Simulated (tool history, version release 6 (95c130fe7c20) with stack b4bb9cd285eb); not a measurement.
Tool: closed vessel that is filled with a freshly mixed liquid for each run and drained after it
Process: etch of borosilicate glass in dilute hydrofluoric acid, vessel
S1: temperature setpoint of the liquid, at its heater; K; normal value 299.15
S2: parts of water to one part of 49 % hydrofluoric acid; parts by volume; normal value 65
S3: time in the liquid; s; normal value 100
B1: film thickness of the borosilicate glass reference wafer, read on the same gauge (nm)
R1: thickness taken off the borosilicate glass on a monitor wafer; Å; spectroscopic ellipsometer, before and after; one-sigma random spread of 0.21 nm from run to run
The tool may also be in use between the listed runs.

run,hour,S1,S2,S3,B1,R1
1,0,299.15,65,85,89.99,459.7
2,34.4,299.15,65,85,90,455.8
3,100.3,299.15,65,85,90,455.1
4,131.1,299.15,65,55,89.99,294.8
5,163.5,299.15,65,100,89.96,535.4
6,205.7,296.15,65,100,90,472.5
7,241.4,299.15,40,100,90.01,903.8
8,276,299.15,40,100,90.01,904.1
9,336.9,299.15,65,100,89.99,535.5
10,392,299.15,65,100,90.03,534.4
11,433.4,299.15,65,75,90,399.8
12,465.2,299.15,65,75,90.01,402.6
# hour 488.9: gauge calibrated
13,502.3,299.15,65,75,90,398.8
14,540.3,299.15,65,100,90.01,532.8
15,583.6,299.15,65,100,90.04,531.3
16,608.3,301.15,85,100,90.01,427
17,665.9,295.15,55,100,89.99,541.3
18,719.2,299.15,65,100,90.03,527
19,763.2,299.15,65,140,90,747.1
20,835.1,295.15,45,130,90.01,870.7
21,859.6,300.65,65,100,89.99,566.5
# hour 908.2: thermometer replaced
22,910.4,299.15,80,155,89.99,644.3
23,959.7,299.15,65,100,90.01,520.4
24,1026.1,302.15,50,75,90.02,583.7
25,1053.1,299.15,65,100,90.01,517.7
# hour 1080.3: hydrofluoric acid flow meter replaced
# hour 1090.6: thermometer replaced, repeated, since the last time left the tool worse
26,1124.9,302.15,45,50,90,458.4
27,1168,299.15,45,65,89.99,529.9
28,1223.7,299.15,80,100,89.99,437
29,1262.5,295.15,40,85,90,664.1
30,1328.4,299.15,90,135,90,514.5
31,1378.7,303.65,85,85,90.03,414.9
32,1427.1,299.15,35,100,89.99,1057.6

Each row is a separate what-if for the run after 32, all from the same tool condition, not one after another. Results?
A,1427.8,299.15,55,100,?,?
B,1427.8,297.65,80,75,?,?
C,1427.8,296.65,65,100,?,?

run,B1,R1
A,89.99,650.7
B,89.99,305.5
C,89.99,490.8
Had the tool no hidden state, the same runs would have come out as:
run,R1
A,655.9
B,308
C,494.8
